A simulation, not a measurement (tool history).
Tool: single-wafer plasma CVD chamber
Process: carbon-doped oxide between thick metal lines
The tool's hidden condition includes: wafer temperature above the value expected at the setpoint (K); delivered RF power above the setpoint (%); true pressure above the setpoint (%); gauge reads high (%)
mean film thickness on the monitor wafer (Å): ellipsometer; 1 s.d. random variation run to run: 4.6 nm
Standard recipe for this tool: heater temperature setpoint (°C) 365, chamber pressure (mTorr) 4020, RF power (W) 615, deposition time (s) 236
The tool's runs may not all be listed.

| run | hour | heater temperature setpoint (°C) | chamber pressure (mTorr) | RF power (W) | deposition time (s) | wafers since the last listed run | hours since the last thermocouple change | hours since the last RF generator calibration | hours since the last manometer calibration | hours since the showerhead was replaced | hours since the gauge calibration | read-back reference wafer on the same gauge, thickness_nm | mean film thickness on the monitor wafer (Å) |
|---|---|---|---|---|---|---|---|---|---|---|---|---|---|
| 1 | 0.0 | 365 | 4020 | 615 | 236 | 0 | 1557.2 | 1122.9 | 2684.3 | 3261.3 | 8.4 | 1060.703 | 11967.16 |
| 2 | 17.3 | 365 | 4020 | 615 | 236 | 146 | 1574.5 | 1140.2 | 2701.6 | 3278.6 | 25.7 | 1060.591 | 11913.17 |
|  | 37.8 | thermocouple changed; heater temperature recalibrated |
| 3 | 38.3 | 365 | 4020 | 615 | 236 | 110 | 0.5 | 1161.2 | 2722.6 | 3299.6 | 46.7 | 1059.852 | 12042.91 |
| 4 | 39.5 | 365 | 4280 | 615 | 236 | 10 | 1.7 | 1162.4 | 2723.8 | 3300.8 | 47.9 | 1059.795 | 12004.27 |
|  | 57.5 | capacitance manometer re-zeroed and calibrated |
| 5 | 58.0 | 365 | 4020 | 615 | 254 | 89 | 20.2 | 1180.9 | 0.5 | 3319.3 | 66.4 | 1060.217 | 12835.09 |
| 6 | 68.3 | 365 | 4020 | 615 | 254 | 87 | 30.5 | 1191.2 | 10.8 | 3329.6 | 76.7 | 1060.303 | 12754.67 |
| 7 | 78.6 | 365 | 4020 | 615 | 200 | 87 | 40.8 | 1201.5 | 21.1 | 3339.9 | 87.0 | 1060.666 | 10132.98 |
| 8 | 96.0 | 365 | 4020 | 615 | 200 | 147 | 58.2 | 1218.9 | 38.5 | 3357.3 | 104.4 | 1060.069 | 10104.27 |
| 9 | 111.0 | 365 | 4020 | 615 | 200 | 127 | 73.2 | 1233.9 | 53.5 | 3372.3 | 119.4 | 1062.405 | 10034.11 |
| 10 | 119.0 | 365 | 4020 | 575 | 236 | 67 | 81.2 | 1241.9 | 61.5 | 3380.3 | 127.4 | 1058.078 | 11368.76 |
| 11 | 127.2 | 365 | 4020 | 615 | 236 | 69 | 89.4 | 1250.1 | 69.7 | 3388.5 | 135.6 | 1060.188 | 11862.70 |
| 12 | 143.8 | 365 | 4020 | 615 | 200 | 140 | 106.0 | 1266.7 | 86.3 | 3405.1 | 152.2 | 1060.365 | 10120.96 |
|  | 166.6 | RF generator calibrated |
| 13 | 167.1 | 365 | 4020 | 615 | 236 | 129 | 129.3 | 0.5 | 109.6 | 3428.4 | 175.5 | 1061.107 | 11539.77 |
| 14 | 178.5 | 365 | 4020 | 615 | 236 | 96 | 140.7 | 11.9 | 121.0 | 3439.8 | 186.9 | 1059.978 | 11642.28 |
| 15 | 193.6 | 372 | 4020 | 615 | 216 | 128 | 155.8 | 27.0 | 136.1 | 3454.9 | 202.0 | 1060.955 | 10452.40 |
| 16 | 201.9 | 359 | 4020 | 615 | 209 | 70 | 164.1 | 35.3 | 144.4 | 3463.2 | 210.3 | 1061.319 | 10349.92 |
|  | 221.4 | showerhead replaced |
| 17 | 251.6 | 365 | 4020 | 615 | 236 | 353 | 213.8 | 85.0 | 194.1 | 30.2 | 260.0 | 1060.439 | 11544.09 |
| 18 | 268.6 | 365 | 3100 | 615 | 236 | 144 | 230.8 | 102.0 | 211.1 | 47.2 | 277.0 | 1061.160 | 11310.08 |
| 19 | 278.7 | 365 | 3720 | 510 | 213 | 85 | 240.9 | 112.1 | 221.2 | 57.3 | 287.1 | 1060.867 | 8947.98 |
|  | 304.3 | gauge calibrated |
|  | 305.6 | RF generator calibrated, repeated, since the last time left the tool worse |
| 20 | 306.1 | 352 | 4020 | 555 | 236 | 164 | 268.3 | 0.5 | 248.6 | 84.7 | 1.8 | 1059.440 | 11938.88 |
| 21 | 316.0 | 365 | 4020 | 615 | 236 | 84 | 278.2 | 10.4 | 258.5 | 94.6 | 11.7 | 1060.429 | 12438.56 |
| 22 | 333.3 | 365 | 3040 | 500 | 236 | 146 | 295.5 | 27.7 | 275.8 | 111.9 | 29.0 | 1060.991 | 10435.09 |
| 23 | 340.0 | 365 | 4020 | 705 | 236 | 56 | 302.2 | 34.4 | 282.5 | 118.6 | 35.7 | 1059.077 | 13603.37 |
| 24 | 357.5 | 365 | 3180 | 615 | 236 | 148 | 319.7 | 51.9 | 300.0 | 136.1 | 53.2 | 1059.802 | 12167.99 |
| 25 | 375.0 | 365 | 4020 | 615 | 236 | 148 | 337.2 | 69.4 | 317.5 | 153.6 | 70.7 | 1058.981 | 12482.11 |
| 26 | 394.5 | 365 | 3440 | 615 | 222 | 165 | 356.7 | 88.9 | 337.0 | 173.1 | 90.2 | 1060.113 | 11488.48 |
| 27 | 408.0 | 350 | 4020 | 700 | 236 | 114 | 370.2 | 102.4 | 350.5 | 186.6 | 103.7 | 1058.846 | 14061.30 |
| 28 | 417.5 | 365 | 4020 | 615 | 272 | 80 | 379.7 | 111.9 | 360.0 | 196.1 | 113.2 | 1058.221 | 14324.18 |
| 29 | 425.7 | 365 | 4020 | 615 | 236 | 69 | 387.9 | 120.1 | 368.2 | 204.3 | 121.4 | 1060.221 | 12315.94 |

Below are 3 alternative next runs, each starting from the tool's condition after run 29. Predict each:
| A | 426.2 | 365 | 4020 | 615 | 236 | 4 | 388.4 | 120.6 | 368.7 | 204.8 | 121.9 | ? | ? |
| B | 426.2 | 358 | 4020 | 615 | 280 | 4 | 388.4 | 120.6 | 368.7 | 204.8 | 121.9 | ? | ? |
| C | 426.2 | 365 | 4020 | 715 | 236 | 4 | 388.4 | 120.6 | 368.7 | 204.8 | 121.9 | ? | ? |

| run | read-back reference wafer on the same gauge, thickness_nm | mean film thickness on the monitor wafer (Å) |
|---|---|---|
| A | 1058.104 | 12445.77 |
| B | 1058.104 | 15007.51 |
| C | 1058.104 | 13760.58 |
With the hidden condition removed and each run's random variation left untouched, the same runs would have given:
| run | mean film thickness on the monitor wafer (Å) |
|---|---|
| A | 12494.24 |
| B | 15065.95 |
| C | 13812.64 |
